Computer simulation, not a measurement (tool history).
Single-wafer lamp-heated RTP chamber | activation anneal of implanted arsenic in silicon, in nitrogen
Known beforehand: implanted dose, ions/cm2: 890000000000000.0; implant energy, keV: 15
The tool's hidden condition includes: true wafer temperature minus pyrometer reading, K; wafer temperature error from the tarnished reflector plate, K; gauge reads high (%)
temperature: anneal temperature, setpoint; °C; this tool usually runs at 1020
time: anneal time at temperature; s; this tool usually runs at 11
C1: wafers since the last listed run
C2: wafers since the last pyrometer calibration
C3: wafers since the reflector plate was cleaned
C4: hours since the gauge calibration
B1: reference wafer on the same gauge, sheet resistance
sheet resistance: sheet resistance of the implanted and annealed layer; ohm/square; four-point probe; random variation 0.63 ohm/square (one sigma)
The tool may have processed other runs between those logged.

run 1 hour=0 | temperature=998 time=11 | C1=0 C2=5532 C3=3428 C4=151.8 | B1=150.96 | sheet_resistance=169.08
run 2 hour=26.8 | temperature=998 time=11 | C1=335 C2=5868 C3=3764 C4=178.6 | B1=151.13 | sheet_resistance=168.96
run 3 hour=54.1 | temperature=1020 time=11 | C1=342 C2=6210 C3=4106 C4=205.9 | B1=151.15 | sheet_resistance=158.72
-- hour=65.6 pyrometer window cleaned and pyrometer calibrated
run 4 hour=76.2 | temperature=1020 time=11 | C1=176 C2=133 C3=4283 C4=228 | B1=151.02 | sheet_resistance=160.52
run 5 hour=99.2 | temperature=1020 time=16 | C1=288 C2=421 C3=4571 C4=251 | B1=150.82 | sheet_resistance=154.04
run 6 hour=114.6 | temperature=1020 time=16 | C1=192 C2=614 C3=4764 C4=266.4 | B1=151.08 | sheet_resistance=153.84
run 7 hour=139.3 | temperature=1020 time=16 | C1=309 C2=924 C3=5074 C4=291.1 | B1=151.06 | sheet_resistance=153.57
run 8 hour=170.9 | temperature=1043 time=11 | C1=396 C2=1320 C3=5470 C4=322.7 | B1=151.06 | sheet_resistance=150.58
run 9 hour=193.6 | temperature=1037 time=11 | C1=284 C2=1604 C3=5754 C4=345.4 | B1=151.07 | sheet_resistance=152.38
run 10 hour=213.8 | temperature=1037 time=11 | C1=253 C2=1857 C3=6008 C4=365.6 | B1=151.02 | sheet_resistance=152.61
-- hour=272 reflector plate cleaned
run 11 hour=272.5 | temperature=1037 time=11 | C1=635 C2=2493 C3=5 C4=424.3 | B1=151.14 | sheet_resistance=152.67
run 12 hour=296.3 | temperature=1020 time=11 | C1=298 C2=2791 C3=304 C4=448.1 | B1=150.78 | sheet_resistance=159.58
run 13 hour=309 | temperature=1020 time=11 | C1=159 C2=2950 C3=463 C4=460.8 | B1=150.69 | sheet_resistance=159.66
run 14 hour=394.2 | temperature=1020 time=10 | C1=1067 C2=4018 C3=1531 C4=546 | B1=151.12 | sheet_resistance=161.52
run 15 hour=424.8 | temperature=1020 time=10 | C1=383 C2=4401 C3=1914 C4=576.6 | B1=150.96 | sheet_resistance=160.76
run 16 hour=442.6 | temperature=1020 time=10 | C1=223 C2=4624 C3=2137 C4=594.4 | B1=151.02 | sheet_resistance=159.52
run 17 hour=461.7 | temperature=1020 time=9 | C1=239 C2=4864 C3=2377 C4=613.5 | B1=150.88 | sheet_resistance=163.76
run 18 hour=475.4 | temperature=1048 time=5 | C1=171 C2=5036 C3=2548 C4=627.2 | B1=151.02 | sheet_resistance=160.77
run 19 hour=491.4 | temperature=1009 time=7 | C1=200 C2=5236 C3=2749 C4=643.2 | B1=151.09 | sheet_resistance=169.44
run 20 hour=512.8 | temperature=1003 time=11 | C1=268 C2=5504 C3=3017 C4=664.6 | B1=151.2 | sheet_resistance=166.23
run 21 hour=539.5 | temperature=1012 time=15 | C1=334 C2=5839 C3=3352 C4=691.3 | B1=151.06 | sheet_resistance=158.36
run 22 hour=556.2 | temperature=1020 time=11 | C1=209 C2=6048 C3=3561 C4=708 | B1=150.97 | sheet_resistance=158.65
-- hour=561.3 gauge calibrated
run 23 hour=577.2 | temperature=1032 time=7 | C1=263 C2=6311 C3=3824 C4=15.9 | B1=150.86 | sheet_resistance=161.34
-- hour=609.6 pyrometer window cleaned and pyrometer calibrated
run 24 hour=612.7 | temperature=1048 time=13 | C1=344 C2=39 C3=4169 C4=51.4 | B1=151.09 | sheet_resistance=146.7
run 25 hour=645.9 | temperature=1010 time=14 | C1=416 C2=455 C3=4585 C4=84.6 | B1=151.17 | sheet_resistance=160.11
run 26 hour=676.2 | temperature=1000 time=9 | C1=379 C2=835 C3=4965 C4=114.9 | B1=151.25 | sheet_resistance=170.84
run 27 hour=690.9 | temperature=1020 time=13 | C1=184 C2=1019 C3=5149 C4=129.6 | B1=150.99 | sheet_resistance=156.86
run 28 hour=720.1 | temperature=1040 time=7 | C1=365 C2=1385 C3=5515 C4=158.8 | B1=150.86 | sheet_resistance=158.1
run 29 hour=748.1 | temperature=1032 time=6 | C1=350 C2=1736 C3=5866 C4=186.8 | B1=151.2 | sheet_resistance=163.47
run 30 hour=781.6 | temperature=1029 time=14 | C1=419 C2=2156 C3=6285 C4=220.3 | B1=151.21 | sheet_resistance=152.73
-- hour=799.4 reflector plate cleaned
run 31 hour=799.9 | temperature=1020 time=11 | C1=129 C2=2285 C3=5 C4=238.6 | B1=151.02 | sheet_resistance=159.14
run 32 hour=866 | temperature=1020 time=11 | C1=828 C2=3113 C3=834 C4=304.7 | B1=150.76 | sheet_resistance=160.45
run 33 hour=878.6 | temperature=1039 time=11 | C1=157 C2=3271 C3=992 C4=317.3 | B1=150.97 | sheet_resistance=151.25
run 34 hour=891.6 | temperature=1032 time=16 | C1=162 C2=3434 C3=1155 C4=330.3 | B1=150.95 | sheet_resistance=149.51
run 35 hour=920.4 | temperature=999 time=8 | C1=360 C2=3795 C3=1516 C4=359.1 | B1=150.76 | sheet_resistance=172.56
run 36 hour=940.5 | temperature=1020 time=11 | C1=251 C2=4047 C3=1767 C4=379.2 | B1=151.17 | sheet_resistance=159.11

Here are 5 independent what-if runs from the current tool condition. What would each one return?
run A hour=940.9 | temperature=1012 time=11 | C1=5 C2=4052 C3=1772 C4=379.6 | B1=? | sheet_resistance=?
run B hour=940.9 | temperature=999 time=17 | C1=5 C2=4052 C3=1772 C4=379.6 | B1=? | sheet_resistance=?
run C hour=940.9 | temperature=1034 time=5 | C1=5 C2=4052 C3=1772 C4=379.6 | B1=? | sheet_resistance=?
run D hour=940.9 | temperature=997 time=14 | C1=5 C2=4052 C3=1772 C4=379.6 | B1=? | sheet_resistance=?
run E hour=940.9 | temperature=1020 time=17 | C1=5 C2=4052 C3=1772 C4=379.6 | B1=? | sheet_resistance=?

run=A B1=151.27 sheet_resistance=162.6
run=B B1=151.27 sheet_resistance=161.75
run=C B1=151.27 sheet_resistance=164.89
run=D B1=151.27 sheet_resistance=165.54
run=E B1=151.27 sheet_resistance=152.62
Without the tool's hidden state the same runs would have given:
run=A sheet_resistance=162.6
run=B sheet_resistance=161.75
run=C sheet_resistance=164.89
run=D sheet_resistance=165.54
run=E sheet_resistance=152.62

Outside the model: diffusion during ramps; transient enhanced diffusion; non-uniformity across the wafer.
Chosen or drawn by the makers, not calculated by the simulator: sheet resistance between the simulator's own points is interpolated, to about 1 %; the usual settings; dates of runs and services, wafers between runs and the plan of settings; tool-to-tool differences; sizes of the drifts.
